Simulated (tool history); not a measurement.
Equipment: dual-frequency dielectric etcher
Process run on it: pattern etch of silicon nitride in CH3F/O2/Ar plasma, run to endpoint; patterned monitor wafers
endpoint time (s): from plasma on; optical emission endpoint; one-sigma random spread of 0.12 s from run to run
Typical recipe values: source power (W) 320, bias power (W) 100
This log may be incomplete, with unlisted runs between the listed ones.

run	hour	source power (W)	bias power (W)	wafers since the last listed run	hours since the last wet clean	hours since the last source power generator calibration	hours since the last bias power generator calibration	hours since the last upper electrode change	incoming incoming film thickness, nm	endpoint time (s)
1	0	320	100	0	146.4	3184.7	3365.6	2656.6	28.77	39.4
2	66.5	260	100	828	212.9	3251.2	3432.1	2723.1	28.93	43.2
3	111.5	320	100	560	257.9	3296.2	3477.1	2768.1	28.76	39.4
4	375.7	320	100	3289	522.1	3560.4	3741.3	3032.3	28.73	39.8
# hour 436.1: wet clean of the chamber
5	451.2	320	100	641	15.1	3635.9	3816.8	3107.8	28.87	39.3
6	547.6	270	92	1200	111.5	3732.3	3913.2	3204.2	28.73	43.8
7	630.7	270	92	1034	194.6	3815.4	3996.3	3287.3	28.77	43.9
8	713.6	270	92	1032	277.5	3898.3	4079.2	3370.2	28.85	44.3
9	937.2	270	100	2784	501.1	4121.9	4302.8	3593.8	28.57	42.4
10	1007.8	370	100	879	571.7	4192.5	4373.4	3664.4	28.56	37.3
# hour 1101.9: bias power generator calibrated
# hour 1153.6: wet clean of the chamber
11	1232.6	370	100	2450	79	4417.3	130.7	3889.2	28.95	37.2
12	1274	370	100	515	120.4	4458.7	172.1	3930.6	28.65	36.8
13	1327.5	320	111	666	173.9	4512.2	225.6	3984.1	28.55	37.1
14	1412.7	320	111	1060	259.1	4597.4	310.8	4069.3	29.04	37.9
15	1462.2	320	100	616	308.6	4646.9	360.3	4118.8	28.69	39.6
# hour 1483: source power generator calibrated
# hour 1534: upper electrode replaced
16	1534.5	320	100	551	380.9	51.5	432.6	0.5	28.76	38.6
17	1606.8	360	100	900	453.2	123.8	504.9	72.8	28.92	37.3
18	1697.8	350	121	1133	544.2	214.8	595.9	163.8	28.76	34.5
19	1804.8	390	100	1332	651.2	321.8	702.9	270.8	28.82	36.4
# hour 1840.5: wet clean of the chamber
20	1870.7	320	112	521	30.2	387.7	768.8	336.7	28.66	36.2
21	1981.2	240	87	1375	140.7	498.2	879.3	447.2	28.6	46.6
22	2060.1	320	89	982	219.6	577.1	958.2	526.1	28.76	40.7
23	2099.6	340	100	491	259.1	616.6	997.7	565.6	28.73	37.6
24	2197	380	87	1212	356.5	714	1095.1	663	28.73	38.7
25	2266	300	94	859	425.5	783	1164.1	732	28.9	41.5
26	2368.7	250	81	1278	528.2	885.7	1266.8	834.7	28.7	48.2
# hour 2431.2: wet clean of the chamber
27	2447.8	350	119	686	16.6	964.8	1345.9	913.8	28.79	34.4
28	2514	320	124	824	82.8	1031	1412.1	980	28.89	35.3
29	2613.7	240	87	1241	182.5	1130.7	1511.8	1079.7	28.81	46.7
30	2691.3	320	100	966	260.1	1208.3	1589.4	1157.3	28.8	39
31	2753.8	320	120	778	322.6	1270.8	1651.9	1219.8	28.6	35.6
32	2794.4	350	82	505	363.2	1311.4	1692.5	1260.4	28.52	41.1
33	2927.2	380	81	1653	496	1444.2	1825.3	1393.2	28.8	40.3
# hour 3030.3: wet clean of the chamber
34	3030.8	350	82	991	0.5	1547.8	1928.9	1496.8	28.99	41.5
35	3065.1	290	100	427	34.8	1582.1	1963.2	1531.1	28.7	40.4

4 options for the next run, each taken on its own from the tool as it stands now. Forecast them:
A	3065.5	320	100	4	35.2	1582.5	1963.6	1531.5	28.69	?
B	3065.5	380	100	4	35.2	1582.5	1963.6	1531.5	28.69	?
C	3065.5	360	119	4	35.2	1582.5	1963.6	1531.5	28.69	?
D	3065.5	260	77	4	35.2	1582.5	1963.6	1531.5	28.69	?

run	endpoint time (s)
A	39
B	36.4
C	34.3
D	48.3
Had the tool no hidden state, the same runs would have come out as:
run	endpoint time (s)
A	38.4
B	35.8
C	33.8
D	47.5
